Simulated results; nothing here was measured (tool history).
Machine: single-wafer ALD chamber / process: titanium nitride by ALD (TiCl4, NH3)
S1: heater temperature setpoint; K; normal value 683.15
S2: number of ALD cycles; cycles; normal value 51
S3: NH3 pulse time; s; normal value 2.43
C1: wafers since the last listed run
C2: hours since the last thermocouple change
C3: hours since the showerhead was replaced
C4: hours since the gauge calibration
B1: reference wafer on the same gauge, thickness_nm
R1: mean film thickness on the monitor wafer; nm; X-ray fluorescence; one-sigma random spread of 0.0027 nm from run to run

run	day	S1	S2	S3	C1	C2	C3	C4	B1	R1
1	0.000	683.15	51	2.43	0	1138.5	5188.8	279.3	1.214	1.107
2	0.554	683.15	51	2.43	76	1151.8	5202.1	292.6	1.215	1.099
3	1.229	683.15	51	2.12	92	1168.0	5218.3	308.8	1.215	1.100
4	2.233	677.15	54	2.43	138	1192.1	5242.4	332.9	1.214	1.165
# day 2.879: gauge calibrated
5	3.125	677.15	54	2.43	122	1213.5	5263.8	5.9	1.198	1.153
6	3.662	673.15	51	2.43	73	1226.4	5276.7	18.8	1.201	1.089
7	4.750	673.15	51	2.43	149	1252.5	5302.8	44.9	1.202	1.094
8	5.396	673.15	51	2.43	88	1268.0	5318.3	60.4	1.203	1.100
9	6.275	683.15	51	2.43	120	1289.1	5339.4	81.5	1.204	1.094
10	6.804	683.15	51	2.43	72	1301.8	5352.1	94.2	1.205	1.102
11	8.267	683.15	51	2.43	201	1336.9	5387.2	129.3	1.206	1.103
12	9.083	694.15	51	2.43	112	1356.5	5406.8	148.9	1.207	1.101
# day 9.550: showerhead replaced
13	10.583	683.15	51	2.43	160	1392.5	24.8	184.9	1.207	1.100
14	11.175	683.15	51	2.43	81	1406.7	39.0	199.1	1.210	1.097
15	12.025	683.15	55	1.48	116	1427.1	59.4	219.5	1.207	1.169
16	14.367	683.15	55	3.34	322	1483.3	115.6	275.7	1.209	1.196
17	15.158	683.15	51	2.43	108	1502.3	134.6	294.7	1.210	1.099
18	16.408	683.15	51	2.67	171	1532.3	164.6	324.7	1.210	1.099
# day 16.850: thermocouple changed; heater temperature recalibrated
19	17.162	683.15	57	2.43	57	7.5	182.7	342.8	1.210	1.233
20	17.996	683.15	51	2.43	114	27.5	202.7	362.8	1.209	1.104
# day 18.462: gauge calibrated
21	19.375	695.15	60	1.67	189	60.6	235.8	21.9	1.203	1.275
22	20.308	683.15	51	3.17	128	83.0	258.2	44.3	1.205	1.111
23	21.417	668.15	51	2.18	152	109.6	284.8	70.9	1.207	1.091
24	22.825	672.15	51	2.43	193	143.4	318.6	104.7	1.208	1.099
25	23.362	683.15	51	2.43	73	156.3	331.5	117.6	1.208	1.102
26	24.800	668.15	46	1.63	197	190.8	366.0	152.1	1.210	0.975
27	27.088	692.15	46	1.80	314	245.7	420.9	207.0	1.211	0.989
28	28.154	683.15	51	2.43	146	271.3	446.5	232.6	1.214	1.103

Branching from run 28: 4 alternative next runs. What would each branch give?
A	28.175	683.15	51	2.43	2	271.8	447.0	233.1	?	?
B	28.175	673.15	47	3.38	2	271.8	447.0	233.1	?	?
C	28.175	695.15	55	2.14	2	271.8	447.0	233.1	?	?
D	28.175	688.15	51	3.08	2	271.8	447.0	233.1	?	?

run	B1	R1
A	1.213	1.107
B	1.213	1.027
C	1.213	1.194
D	1.213	1.115
Had the tool no hidden state, the same runs would have come out as:
run	R1
A	1.096
B	1.017
C	1.182
D	1.103
